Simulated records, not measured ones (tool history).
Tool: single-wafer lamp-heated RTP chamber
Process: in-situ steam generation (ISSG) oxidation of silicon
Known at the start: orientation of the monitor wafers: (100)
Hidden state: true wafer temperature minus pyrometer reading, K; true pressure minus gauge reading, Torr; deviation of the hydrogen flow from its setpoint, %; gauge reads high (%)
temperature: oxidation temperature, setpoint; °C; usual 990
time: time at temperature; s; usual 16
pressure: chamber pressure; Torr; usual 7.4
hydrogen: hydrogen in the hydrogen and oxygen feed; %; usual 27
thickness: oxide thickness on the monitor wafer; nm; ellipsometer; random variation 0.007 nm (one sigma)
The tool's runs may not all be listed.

| run | hour | temperature | time | pressure | hydrogen | wafers since the last listed run | wafers since the last pyrometer calibration | hours since the pressure gauge was zeroed | hours since the hydrogen flow controller was replaced | hours since the gauge calibration | read-back reference wafer on the same gauge, thickness | thickness |
|---|---|---|---|---|---|---|---|---|---|---|---|---|
| 1 | 0 | 990 | 16 | 7.4 | 23 | 0 | 271 | 2463.1 | 5081.8 | 466.1 | 5.499 | 4.519 |
| 2 | 39.6 | 990 | 16 | 7.4 | 23 | 346 | 618 | 2502.7 | 5121.4 | 505.7 | 5.501 | 4.527 |
| 3 | 87.1 | 990 | 16 | 7.4 | 27 | 415 | 1033 | 2550.2 | 5168.9 | 553.2 | 5.499 | 4.732 |
| 4 | 130.5 | 990 | 16 | 7.4 | 27 | 379 | 1413 | 2593.6 | 5212.3 | 596.6 | 5.501 | 4.738 |
| 5 | 187.3 | 990 | 16 | 7 | 27 | 496 | 1910 | 2650.4 | 5269.1 | 653.4 | 5.5 | 4.719 |
| 6 | 220.5 | 990 | 16 | 7 | 27 | 290 | 2200 | 2683.6 | 5302.3 | 686.6 | 5.499 | 4.716 |
|  | 250.7 | pyrometer window cleaned and pyrometer calibrated |
| 7 | 276.7 | 990 | 16 | 7.4 | 27 | 421 | 227 | 2739.8 | 5358.5 | 742.8 | 5.501 | 4.695 |
|  | 314.3 | gauge calibrated |
| 8 | 340 | 990 | 16 | 7.4 | 27 | 553 | 781 | 2803.1 | 5421.8 | 25.7 | 5.5 | 4.714 |
|  | 361.8 | hydrogen flow controller replaced |
| 9 | 398.3 | 990 | 16 | 7.4 | 27 | 440 | 1221 | 2861.4 | 36.5 | 84 | 5.498 | 4.709 |
| 10 | 456.3 | 997 | 16 | 7.4 | 27 | 507 | 1728 | 2919.4 | 94.5 | 142 | 5.5 | 4.866 |
| 11 | 480.5 | 1002 | 16 | 8.4 | 27 | 211 | 1940 | 2943.6 | 118.7 | 166.2 | 5.5 | 4.923 |
|  | 498.9 | pressure gauge zeroed |
|  | 508.5 | pyrometer window cleaned and pyrometer calibrated |
| 12 | 551.3 | 996 | 16 | 6.9 | 18 | 479 | 374 | 52.4 | 189.5 | 237 | 5.5 | 4.309 |
| 13 | 603.5 | 990 | 16 | 7.4 | 32 | 456 | 831 | 104.6 | 241.7 | 289.2 | 5.5 | 4.938 |
| 14 | 672.7 | 990 | 19 | 6.9 | 27 | 605 | 1436 | 173.8 | 310.9 | 358.4 | 5.501 | 5.078 |
| 15 | 697.4 | 990 | 16 | 7.4 | 27 | 216 | 1653 | 198.5 | 335.6 | 383.1 | 5.499 | 4.718 |
| 16 | 744.9 | 1010 | 16 | 8.9 | 27 | 415 | 2068 | 246 | 383.1 | 430.6 | 5.5 | 5.04 |
| 17 | 779.2 | 996 | 16 | 8 | 27 | 300 | 2368 | 280.3 | 417.4 | 464.9 | 5.501 | 4.828 |
|  | 815.4 | pyrometer window cleaned and pyrometer calibrated |
| 18 | 817.4 | 990 | 16 | 7.4 | 27 | 264 | 17 | 318.5 | 455.6 | 503.1 | 5.5 | 4.697 |
| 19 | 863.8 | 1005 | 16 | 6.9 | 19 | 405 | 423 | 364.9 | 502 | 549.5 | 5.499 | 4.536 |
| 20 | 910.7 | 990 | 16 | 7.4 | 27 | 410 | 833 | 411.8 | 548.9 | 596.4 | 5.503 | 4.723 |

Forecast each of these 4 alternatives for the next run:
| A | 911.1 | 990 | 16 | 7.4 | 27 | 3 | 836 | 412.2 | 549.3 | 596.8 | ? | ? |
| B | 911.1 | 982 | 16 | 6.9 | 17 | 3 | 836 | 412.2 | 549.3 | 596.8 | ? | ? |
| C | 911.1 | 997 | 16 | 7.4 | 32 | 3 | 836 | 412.2 | 549.3 | 596.8 | ? | ? |
| D | 911.1 | 1006 | 16 | 7.4 | 27 | 3 | 836 | 412.2 | 549.3 | 596.8 | ? | ? |

| run | read-back reference wafer on the same gauge, thickness | thickness |
|---|---|---|
| A | 5.502 | 4.717 |
| B | 5.502 | 4.06 |
| C | 5.502 | 5.079 |
| D | 5.502 | 5.012 |
Without the tool's hidden state the same runs would have given:
| run | thickness |
|---|---|
| A | 4.693 |
| B | 4.041 |
| C | 5.053 |
| D | 4.985 |
